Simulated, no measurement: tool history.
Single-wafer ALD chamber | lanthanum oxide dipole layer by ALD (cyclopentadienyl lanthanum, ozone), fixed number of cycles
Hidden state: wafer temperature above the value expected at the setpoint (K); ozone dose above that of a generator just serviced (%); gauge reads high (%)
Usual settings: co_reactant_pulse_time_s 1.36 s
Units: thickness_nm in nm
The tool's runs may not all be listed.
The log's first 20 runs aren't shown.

| run | hour | co_reactant_pulse_time_s | wafers since the last listed run | hours since the last thermocouple change | hours since the last ozone generator service | hours since the showerhead was replaced | hours since the gauge calibration | read-back reference wafer on the same gauge, thickness_nm | thickness_nm |
|---|---|---|---|---|---|---|---|---|---|
| 21 | 1083.4 | 0.87 | 1656 | 562.7 | 434.2 | 503.5 | 547.1 | 0.563 | 0.486 |
| 22 | 1122 | 0.84 | 937 | 601.3 | 472.8 | 542.1 | 585.7 | 0.563 | 0.485 |
| 23 | 1152.2 | 1.36 | 733 | 631.5 | 503 | 572.3 | 615.9 | 0.563 | 0.531 |
| 24 | 1220.6 | 1.11 | 1661 | 699.9 | 571.4 | 640.7 | 684.3 | 0.563 | 0.509 |
| 25 | 1268.3 | 1.83 | 1158 | 747.6 | 619.1 | 688.4 | 732 | 0.563 | 0.548 |
| 26 | 1316.1 | 1.89 | 1161 | 795.4 | 666.9 | 736.2 | 779.8 | 0.563 | 0.548 |
| 27 | 1377.2 | 1.82 | 1484 | 856.5 | 728 | 797.3 | 840.9 | 0.563 | 0.547 |
| 28 | 1422 | 1.58 | 1088 | 901.3 | 772.8 | 842.1 | 885.7 | 0.564 | 0.538 |
| 29 | 1462.7 | 1.59 | 988 | 942 | 813.5 | 882.8 | 926.4 | 0.563 | 0.532 |
| 30 | 1487 | 1.07 | 590 | 966.3 | 837.8 | 907.1 | 950.7 | 0.563 | 0.497 |
| 31 | 1527.5 | 1.36 | 983 | 1006.8 | 878.3 | 947.6 | 991.2 | 0.563 | 0.522 |
| 32 | 1567.9 | 1.77 | 981 | 1047.2 | 918.7 | 988 | 1031.6 | 0.563 | 0.542 |

Forecast each of these 4 alternatives for the next run:
| A | 1568.3 | 1.73 | 9 | 1047.6 | 919.1 | 988.4 | 1032 | ? | ? |
| B | 1568.3 | 1.72 | 9 | 1047.6 | 919.1 | 988.4 | 1032 | ? | ? |
| C | 1568.3 | 1.63 | 9 | 1047.6 | 919.1 | 988.4 | 1032 | ? | ? |
| D | 1568.3 | 0.92 | 9 | 1047.6 | 919.1 | 988.4 | 1032 | ? | ? |

| run | read-back reference wafer on the same gauge, thickness_nm | thickness_nm |
|---|---|---|
| A | 0.563 | 0.545 |
| B | 0.563 | 0.545 |
| C | 0.563 | 0.541 |
| D | 0.563 | 0.486 |
Without the tool's hidden state the same runs would have given:
| run | thickness_nm |
|---|---|
| A | 0.558 |
| B | 0.558 |
| C | 0.555 |
| D | 0.51 |
